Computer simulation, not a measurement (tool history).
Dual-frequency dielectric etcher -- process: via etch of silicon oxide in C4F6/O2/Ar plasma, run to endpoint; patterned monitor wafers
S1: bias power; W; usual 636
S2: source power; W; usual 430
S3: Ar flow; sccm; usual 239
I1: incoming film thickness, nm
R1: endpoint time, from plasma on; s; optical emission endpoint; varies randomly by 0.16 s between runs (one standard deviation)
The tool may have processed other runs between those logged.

run 1 hour=0.0 | S1=636 S2=430 S3=239 | I1=180.8 | R1=32.4
run 2 hour=20.1 | S1=636 S2=430 S3=239 | I1=182.4 | R1=32.2
run 3 hour=36.0 | S1=636 S2=430 S3=239 | I1=182.0 | R1=32.3
run 4 hour=68.5 | S1=636 S2=430 S3=239 | I1=181.8 | R1=32.1
run 5 hour=103.8 | S1=636 S2=430 S3=239 | I1=182.8 | R1=32.3
run 6 hour=128.7 | S1=636 S2=340 S3=239 | I1=181.1 | R1=34.5
run 7 hour=162.3 | S1=716 S2=510 S3=297 | I1=182.5 | R1=29.2
run 8 hour=184.9 | S1=702 S2=430 S3=272 | I1=182.9 | R1=31.0
run 9 hour=235.2 | S1=784 S2=340 S3=194 | I1=180.6 | R1=32.1
run 10 hour=246.0 | S1=636 S2=370 S3=239 | I1=180.5 | R1=35.1
run 11 hour=275.7 | S1=708 S2=340 S3=271 | I1=181.9 | R1=34.9
run 12 hour=363.5 | S1=704 S2=500 S3=211 | I1=180.5 | R1=29.6
run 13 hour=379.9 | S1=760 S2=360 S3=196 | I1=181.0 | R1=31.7
run 14 hour=395.3 | S1=695 S2=430 S3=239 | I1=182.8 | R1=31.8
run 15 hour=420.7 | S1=533 S2=360 S3=239 | I1=181.6 | R1=37.8
run 16 hour=440.3 | S1=636 S2=330 S3=239 | I1=181.3 | R1=35.9
run 17 hour=463.5 | S1=636 S2=430 S3=211 | I1=179.9 | R1=32.2
run 18 hour=475.7 | S1=636 S2=430 S3=239 | I1=180.6 | R1=32.7
run 19 hour=493.6 | S1=636 S2=430 S3=224 | I1=181.5 | R1=32.3
run 20 hour=513.7 | S1=782 S2=430 S3=239 | I1=182.2 | R1=29.8
run 21 hour=533.3 | S1=586 S2=430 S3=239 | I1=181.4 | R1=34.0
run 22 hour=558.0 | S1=586 S2=430 S3=239 | I1=181.2 | R1=33.4
run 23 hour=588.9 | S1=636 S2=430 S3=239 | I1=181.3 | R1=32.3
run 24 hour=602.7 | S1=780 S2=320 S3=273 | I1=182.0 | R1=32.9
run 25 hour=631.6 | S1=532 S2=460 S3=196 | I1=182.2 | R1=33.1
run 26 hour=664.9 | S1=636 S2=490 S3=239 | I1=183.0 | R1=30.8
run 27 hour=694.4 | S1=765 S2=390 S3=182 | I1=180.0 | R1=29.0
run 28 hour=724.3 | S1=692 S2=380 S3=195 | I1=181.0 | R1=32.2
run 29 hour=756.9 | S1=753 S2=430 S3=239 | I1=182.0 | R1=30.8

Between the runs listed above, the log contained 5 entries, not reproduced here. Where in the sequence does each belong, and how does what the log doesn't record of the tool's condition differ from the listed run before to the listed run after?
Run 4 -> run 5: bias power generator calibrated (hour 86.8)
  etch rate over this chamber's usual, %: 4.17 -> 4.56
  measured value less the no-hidden-state value, R1: -1.3 -> -1.5 s
Run 7 -> run 8: Ar flow controller replaced (hour 170.7)
  etch rate over this chamber's usual, %: 5.2 -> 5.45
  measured value less the no-hidden-state value, R1: -1.5 -> -1.7 s
Run 8 -> run 9: wet clean of the chamber (hour 234.7)
  etch rate over this chamber's usual, %: 5.45 -> -0.647
  measured value less the no-hidden-state value, R1: -1.7 -> +0.2 s
Run 11 -> run 12: source power generator calibrated (hour 363.0)
  etch rate over this chamber's usual, %: -0.202 -> 0.762
  measured value less the no-hidden-state value, R1: +0.0 -> -0.2 s
Run 27 -> run 28: wet clean of the chamber (hour 723.8)
  etch rate over this chamber's usual, %: 4.39 -> 0.0339
  measured value less the no-hidden-state value, R1: -1.3 -> +0.0 s

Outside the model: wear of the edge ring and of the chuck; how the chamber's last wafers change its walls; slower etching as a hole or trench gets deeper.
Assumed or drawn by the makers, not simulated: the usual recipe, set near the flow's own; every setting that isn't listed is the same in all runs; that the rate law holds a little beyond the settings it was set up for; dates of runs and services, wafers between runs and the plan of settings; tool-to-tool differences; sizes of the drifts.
